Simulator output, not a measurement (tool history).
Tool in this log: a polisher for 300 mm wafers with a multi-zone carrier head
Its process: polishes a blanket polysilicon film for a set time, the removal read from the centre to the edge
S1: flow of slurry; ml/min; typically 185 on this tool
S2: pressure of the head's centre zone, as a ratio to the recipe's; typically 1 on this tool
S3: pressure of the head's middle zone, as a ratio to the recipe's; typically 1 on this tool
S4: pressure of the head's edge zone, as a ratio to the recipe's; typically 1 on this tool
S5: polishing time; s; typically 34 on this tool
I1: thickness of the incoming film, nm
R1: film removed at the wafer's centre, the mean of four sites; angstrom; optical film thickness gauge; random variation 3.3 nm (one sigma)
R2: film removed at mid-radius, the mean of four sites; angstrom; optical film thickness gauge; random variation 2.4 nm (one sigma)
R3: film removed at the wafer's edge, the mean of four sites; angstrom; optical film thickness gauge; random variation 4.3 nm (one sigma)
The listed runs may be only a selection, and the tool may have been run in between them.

run,day,S1,S2,S3,S4,S5,I1,R1,R2,R3
1,0,185,1,1,1,34,1591.3,2978,2963,2850
# day 0.508: worn pad replaced by a new one
2,3.412,185,1,1,1,34,1542.5,3227,3275,3204
# day 6.592: slurry nozzle cleaned
3,6.612,185,1,1,1,34,1566.1,3125,3128,3063
# day 7.562: edge zone pressure recalibrated
# day 9.829: worn pad replaced by a new one
4,10.383,185,1,1,1,34,1578.7,3316,3363,3287
5,13.642,185,1,1,1,34,1539.1,3279,3225,3142
6,17.096,170,1,1,1,34,1569.5,2993,3024,2991
7,18.642,170,1,1,1,34,1556.3,2999,2992,2915
8,20.754,170,1,1,1,34,1594.7,2832,2896,2846
# day 20.929: worn pad replaced by a new one
9,23.938,170,1,1,1,34,1547.6,3216,3224,3126
10,25.467,170,1,1,1,34,1600.9,3194,3176,3153
11,28.712,185,1,0.93,1,27,1585.3,2457,2308,2348
# day 30.512: edge zone pressure recalibrated
# day 31.567: worn pad replaced by a new one
12,32.267,185,1.1,1,1,46,1570.9,4975,4540,4465
# day 34.846: carrier head's membrane replaced by a new one, of another model than before
# day 35.833: slurry nozzle cleaned
13,36.746,185,1.03,1,0.95,34,1596.3,3348,3149,3046
# day 38.133: centre zone pressure recalibrated
14,39.696,185,1,0.92,0.96,38,1568.1,3390,2986,3256
# day 40.571: worn pad replaced by a new one
15,43.054,185,1,1.07,1,24,1574.3,2294,2553,2250
16,46.971,185,1,1.03,1,34,1587.3,3112,3288,3033
17,49.225,205,1,1,1,34,1543.6,3033,3078,3063

Below are 5 alternative next runs, each starting from the tool's condition after run 17. Predict each:
A,49.242,185,1,1,1,34,1575.8,?,?,?
B,49.242,185,1,1.07,1.09,34,1575.8,?,?,?
C,49.242,185,1,1,1.06,34,1575.8,?,?,?
D,49.242,240,1,1,0.91,34,1575.8,?,?,?
E,49.242,135,0.91,1.1,1,34,1575.8,?,?,?

run,R1,R2,R3
A,2992,3018,3004
B,2994,3320,3111
C,2992,3018,3079
D,3106,3122,2965
E,2391,3280,2888
With the hidden condition removed and each run's random variation left untouched, the same runs would have given:
run,R1,R2,R3
A,3360,3390,3374
B,3363,3729,3494
C,3360,3390,3458
D,3489,3506,3330
E,2685,3684,3243
